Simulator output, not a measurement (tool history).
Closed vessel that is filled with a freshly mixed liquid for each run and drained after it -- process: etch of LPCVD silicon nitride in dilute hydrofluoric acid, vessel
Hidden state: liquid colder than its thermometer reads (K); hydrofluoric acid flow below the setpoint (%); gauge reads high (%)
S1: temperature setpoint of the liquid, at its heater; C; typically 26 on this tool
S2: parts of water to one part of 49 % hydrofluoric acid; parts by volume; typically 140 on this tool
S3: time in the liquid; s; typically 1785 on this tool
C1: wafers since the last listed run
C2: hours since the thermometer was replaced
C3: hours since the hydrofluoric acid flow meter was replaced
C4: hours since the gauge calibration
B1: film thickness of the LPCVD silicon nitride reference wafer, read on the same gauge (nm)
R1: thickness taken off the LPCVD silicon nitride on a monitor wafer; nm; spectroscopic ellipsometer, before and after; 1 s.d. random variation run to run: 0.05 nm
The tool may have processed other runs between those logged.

run	hour	S1	S2	S3	C1	C2	C3	C4	B1	R1
1	0	26	140	1785	0	1035.1	1516.9	1566.5	100	6.08
2	64.9	26	140	1785	2112	1100	1581.8	1631.4	100.03	6.03
# hour 66.1: hydrofluoric acid flow meter replaced
3	105.9	26	140	1785	1302	1141	39.8	1672.4	100.01	6.39
4	147.6	26	140	1785	1357	1182.7	81.5	1714.1	100	6.31
5	231.1	26	140	1785	2718	1266.2	165	1797.6	99.99	6.25
# hour 251.1: thermometer replaced
6	265	26	140	1785	1071	13.9	198.9	1831.5	100.02	7.02
7	313.7	26	140	1785	1585	62.6	247.6	1880.2	100.01	6.82
# hour 316.4: gauge calibrated
8	341.8	29	140	1785	914	90.7	275.7	25.4	99.99	8.23
9	378.5	29	140	1785	1194	127.4	312.4	62.1	100	8.12
10	444.7	29.5	110	1785	2155	193.6	378.6	128.3	100.03	10.82
11	501.9	26	190	1785	1862	250.8	435.8	185.5	100.03	4.96
12	536.3	30	105	1785	1119	285.2	470.2	219.9	99.97	11.57
13	565.2	29	140	2820	940	314.1	499.1	248.8	100	12.54
14	620.9	30	140	1240	1813	369.8	554.8	304.5	99.99	6.01
15	663.6	24.5	140	2055	1390	412.5	597.5	347.2	100	6.91
16	724.2	28.5	140	835	1972	473.1	658.1	407.8	99.99	3.6
17	778.1	21.5	75	1785	1754	527	712	461.7	99.98	9
18	804.1	27.5	185	2410	846	553	738	487.7	99.99	7.27
19	839.2	21	120	2420	1142	588.1	773.1	522.8	99.98	7.41

What will run 20 give?
20	887.1	31	85	925	1559	636	821	570.7	?	?

B1: 100.02
R1: 7.58 nm
With the hidden condition absent and the run-to-run variation left alone, this run would have shown R1 8.25 nm.
